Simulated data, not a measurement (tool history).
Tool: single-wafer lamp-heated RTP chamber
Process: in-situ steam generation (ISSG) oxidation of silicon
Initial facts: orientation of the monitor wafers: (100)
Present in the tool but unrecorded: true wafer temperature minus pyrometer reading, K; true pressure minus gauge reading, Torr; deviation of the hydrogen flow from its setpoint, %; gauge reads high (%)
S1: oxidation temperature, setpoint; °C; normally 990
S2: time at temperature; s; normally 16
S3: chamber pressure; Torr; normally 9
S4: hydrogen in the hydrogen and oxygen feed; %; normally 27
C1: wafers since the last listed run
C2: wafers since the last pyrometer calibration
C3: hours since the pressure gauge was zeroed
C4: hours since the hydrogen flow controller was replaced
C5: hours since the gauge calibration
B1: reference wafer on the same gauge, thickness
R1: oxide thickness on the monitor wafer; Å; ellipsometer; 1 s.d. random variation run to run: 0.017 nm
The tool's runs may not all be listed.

| run | hour | S1 | S2 | S3 | S4 | C1 | C2 | C3 | C4 | C5 | B1 | R1 |
|---|---|---|---|---|---|---|---|---|---|---|---|---|
| 1 | 0 | 990 | 16 | 8.7 | 27 | 0 | 5791 | 3497 | 1362.1 | 67.5 | 4.366 | 41.81 |
| 2 | 33.4 | 990 | 16 | 8.7 | 27 | 250 | 6042 | 3530.4 | 1395.5 | 100.9 | 4.386 | 42.33 |
| 3 | 46 | 990 | 13 | 9 | 27 | 94 | 6136 | 3543 | 1408.1 | 113.5 | 4.374 | 38.58 |
| 4 | 67.7 | 990 | 13 | 9 | 27 | 162 | 6299 | 3564.7 | 1429.8 | 135.2 | 4.389 | 38.4 |
| 5 | 85.3 | 990 | 13 | 9 | 27 | 132 | 6431 | 3582.3 | 1447.4 | 152.8 | 4.397 | 38.17 |
| 6 | 108.8 | 990 | 17 | 9 | 27 | 176 | 6607 | 3605.8 | 1470.9 | 176.3 | 4.403 | 43.31 |
| 7 | 122.3 | 990 | 17 | 9 | 27 | 101 | 6709 | 3619.3 | 1484.4 | 189.8 | 4.405 | 43.4 |
| 8 | 150 | 990 | 17 | 9 | 27 | 207 | 6917 | 3647 | 1512.1 | 217.5 | 4.399 | 43.18 |
| 9 | 176.7 | 990 | 16 | 9 | 27 | 200 | 7117 | 3673.7 | 1538.8 | 244.2 | 4.398 | 42.1 |
| 10 | 197.5 | 990 | 16 | 8.3 | 27 | 156 | 7273 | 3694.5 | 1559.6 | 265 | 4.408 | 42.65 |
| 11 | 226.8 | 990 | 16 | 9 | 27 | 219 | 7493 | 3723.8 | 1588.9 | 294.3 | 4.411 | 42.2 |
| 12 | 245.4 | 990 | 16 | 9 | 27 | 139 | 7633 | 3742.4 | 1607.5 | 312.9 | 4.418 | 42.41 |
| 13 | 265 | 990 | 16 | 9 | 27 | 147 | 7780 | 3762 | 1627.1 | 332.5 | 4.416 | 42.3 |
|  | 283.5 | pyrometer window cleaned and pyrometer calibrated |
| 14 | 287 | 990 | 16 | 9 | 27 | 105 | 26 | 3784 | 1649.1 | 354.5 | 4.414 | 42.23 |
| 15 | 311.4 | 990 | 16 | 9 | 27 | 183 | 209 | 3808.4 | 1673.5 | 378.9 | 4.424 | 42.09 |
| 16 | 333.1 | 990 | 16 | 9 | 27 | 162 | 372 | 3830.1 | 1695.2 | 400.6 | 4.416 | 42.24 |
|  | 333.7 | gauge calibrated |
| 17 | 356.6 | 990 | 16 | 9 | 27 | 176 | 548 | 3853.6 | 1718.7 | 22.9 | 4.375 | 41.79 |
|  | 375.2 | hydrogen flow controller replaced |
| 18 | 375.7 | 990 | 21 | 9 | 32 | 83 | 631 | 3872.7 | 0.5 | 42 | 4.386 | 49.49 |
| 19 | 389.6 | 979 | 19 | 10.1 | 20 | 104 | 736 | 3886.6 | 14.4 | 55.9 | 4.391 | 39.54 |
|  | 418.1 | pressure gauge zeroed |
| 20 | 418.6 | 1007 | 11 | 8.3 | 27 | 157 | 893 | 0.5 | 43.4 | 84.9 | 4.397 | 38.29 |
| 21 | 433.3 | 975 | 16 | 10.2 | 27 | 110 | 1004 | 15.2 | 58.1 | 99.6 | 4.408 | 39.16 |
| 22 | 465.4 | 990 | 12 | 9 | 27 | 240 | 1245 | 47.3 | 90.2 | 131.7 | 4.419 | 37.48 |
| 23 | 488.2 | 990 | 16 | 9 | 27 | 171 | 1416 | 70.1 | 113 | 154.5 | 4.418 | 42.1 |
| 24 | 507.1 | 971 | 19 | 8.4 | 32 | 141 | 1558 | 89 | 131.9 | 173.4 | 4.417 | 44.71 |
| 25 | 530.7 | 1010 | 16 | 7.8 | 27 | 177 | 1735 | 112.6 | 155.5 | 197 | 4.43 | 46.15 |
| 26 | 547.4 | 990 | 16 | 9 | 23 | 125 | 1860 | 129.3 | 172.2 | 213.7 | 4.422 | 40.65 |
| 27 | 568.9 | 1000 | 16 | 8.1 | 23 | 161 | 2021 | 150.8 | 193.7 | 235.2 | 4.42 | 42.39 |
| 28 | 595.7 | 975 | 16 | 10.2 | 27 | 201 | 2223 | 177.6 | 220.5 | 262 | 4.44 | 39.68 |
| 29 | 616.7 | 990 | 16 | 9 | 27 | 157 | 2380 | 198.6 | 241.5 | 283 | 4.435 | 42.26 |
| 30 | 637.5 | 999 | 21 | 10.1 | 32 | 156 | 2536 | 219.4 | 262.3 | 303.8 | 4.441 | 50.52 |

Hidden state or all else? Some run-to-run changes of R1, split into what the settings, what came in and random variation would give without the hidden state, and what is left for the hidden state (with any gauge scatter that isn't in both results):
Run 16 -> 17: gauge calibrated. R1 -0.45 Å: hidden state -0.44, all else -0.01.
Run 17 -> 18: S2 16 -> 21, S4 27 -> 32, hydrogen flow controller replaced. R1 +7.7 Å: hidden state +0.13, all else +7.57.
Run 18 -> 19: S1 990 -> 979, S2 21 -> 19, S3 9 -> 10.1, S4 32 -> 20. R1 -9.95 Å: hidden state -0.01, all else -9.94.
Run 29 -> 30: S1 990 -> 999, S2 16 -> 21, S3 9 -> 10.1, S4 27 -> 32. R1 +8.26 Å: hidden state +0.15, all else +8.11.
